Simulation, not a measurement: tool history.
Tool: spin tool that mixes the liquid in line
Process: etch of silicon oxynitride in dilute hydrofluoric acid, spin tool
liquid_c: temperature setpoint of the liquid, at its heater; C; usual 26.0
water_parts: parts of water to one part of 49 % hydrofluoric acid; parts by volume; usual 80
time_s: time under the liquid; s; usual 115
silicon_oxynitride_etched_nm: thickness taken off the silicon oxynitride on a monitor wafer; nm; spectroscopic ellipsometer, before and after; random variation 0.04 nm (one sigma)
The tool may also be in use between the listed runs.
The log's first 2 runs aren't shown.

| run | day | liquid_c | water_parts | time_s | read-back film thickness of the silicon oxynitride reference wafer, read on the same gauge (nm) | silicon_oxynitride_etched_nm |
|---|---|---|---|---|---|---|
| 3 | 5.908 | 29.0 | 95 | 115 | 120.07 | 6.21 |
| 4 | 8.162 | 26.0 | 55 | 115 | 120.02 | 9.84 |
| 5 | 12.096 | 26.0 | 55 | 115 | 120.00 | 9.72 |
| 6 | 13.925 | 26.0 | 80 | 115 | 119.96 | 6.65 |
| 7 | 16.442 | 26.0 | 80 | 115 | 120.01 | 6.59 |
| 8 | 18.600 | 26.0 | 80 | 115 | 119.97 | 6.60 |
| 9 | 20.512 | 26.0 | 80 | 115 | 120.01 | 6.64 |
| 10 | 23.804 | 26.0 | 80 | 115 | 120.03 | 6.66 |
| 11 | 25.775 | 26.0 | 80 | 115 | 119.98 | 6.67 |
| 12 | 29.179 | 26.0 | 60 | 155 | 119.96 | 12.12 |
| 13 | 32.225 | 26.0 | 60 | 155 | 120.03 | 12.30 |
| 14 | 36.721 | 26.0 | 60 | 155 | 120.01 | 12.27 |
| 15 | 39.354 | 24.0 | 80 | 115 | 119.96 | 6.19 |
| 16 | 43.742 | 24.0 | 80 | 115 | 120.02 | 6.18 |
|  | 45.404 | hydrofluoric acid flow meter replaced |
|  | 45.854 | gauge calibrated |
| 17 | 46.921 | 26.0 | 80 | 115 | 120.01 | 6.85 |
| 18 | 49.054 | 21.5 | 95 | 55 | 119.97 | 2.19 |
|  | 50.554 | thermometer replaced |
| 19 | 60.250 | 26.0 | 80 | 115 | 119.98 | 6.38 |
| 20 | 63.004 | 29.5 | 80 | 115 | 120.00 | 7.51 |
| 21 | 66.000 | 28.5 | 60 | 175 | 120.02 | 14.70 |
| 22 | 68.067 | 22.5 | 80 | 85 | 120.01 | 4.02 |
| 23 | 69.912 | 26.0 | 95 | 160 | 120.02 | 7.44 |
| 24 | 78.162 | 26.0 | 80 | 115 | 120.02 | 6.39 |
| 25 | 80.279 | 22.5 | 55 | 80 | 120.01 | 5.70 |
| 26 | 83.817 | 30.5 | 80 | 115 | 120.04 | 7.91 |
| 27 | 87.192 | 26.0 | 80 | 115 | 119.99 | 6.49 |

The next listed run, before its measurement:
| 28 | 90.267 | 30.5 | 55 | 175 | ? | ? |

Run 28 gave read-back film thickness of the silicon oxynitride reference wafer, read on the same gauge (nm) 120.02, silicon_oxynitride_etched_nm 18.30 nm.
Without the tool's hidden state the same run would have given silicon_oxynitride_etched_nm 17.52 nm.

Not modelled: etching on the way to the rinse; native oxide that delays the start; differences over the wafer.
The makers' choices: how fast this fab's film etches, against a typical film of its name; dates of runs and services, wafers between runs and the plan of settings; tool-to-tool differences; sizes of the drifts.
